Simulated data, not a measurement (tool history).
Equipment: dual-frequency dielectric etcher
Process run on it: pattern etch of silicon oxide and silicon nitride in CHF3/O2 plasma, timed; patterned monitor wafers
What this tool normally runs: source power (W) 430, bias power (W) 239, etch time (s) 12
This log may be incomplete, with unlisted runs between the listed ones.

run,hour,source power (W),bias power (W),etch time (s),"read-back reference wafer on the same gauge, depth_nm",mean etch depth across the wafer (nm)
1,0,430,219,12,20.39,16.77
2,99.8,430,239,12,20.43,17.48
# hour 191.7: wet clean of the chamber
3,192.2,430,220,12,20.4,16.95
4,256.1,430,220,12,20.41,16.74
5,321.5,430,220,12,20.39,16.9
6,388.4,430,263,12,20.41,18.14
7,434.6,430,263,12,20.41,18.27
8,515.8,430,263,12,20.39,18.21
9,600,430,239,10,20.35,14.37
10,662.6,430,204,12,20.4,16.37
11,699.8,430,239,12,20.38,17.36
12,765,380,187,14,20.46,17.51
# hour 808.8: wet clean of the chamber
# hour 848.5: source power generator calibrated
13,866.7,430,239,12,20.4,17.4

What does the tool deliver on the next run?
14,930,380,211,15.5,?,?

{"run 14": {"read-back reference wafer on the same gauge, depth_nm": 20.39, "mean etch depth across the wafer (nm)": 20.4}}
Without the tool's hidden state the same run would have given mean etch depth across the wafer (nm) 20.4.
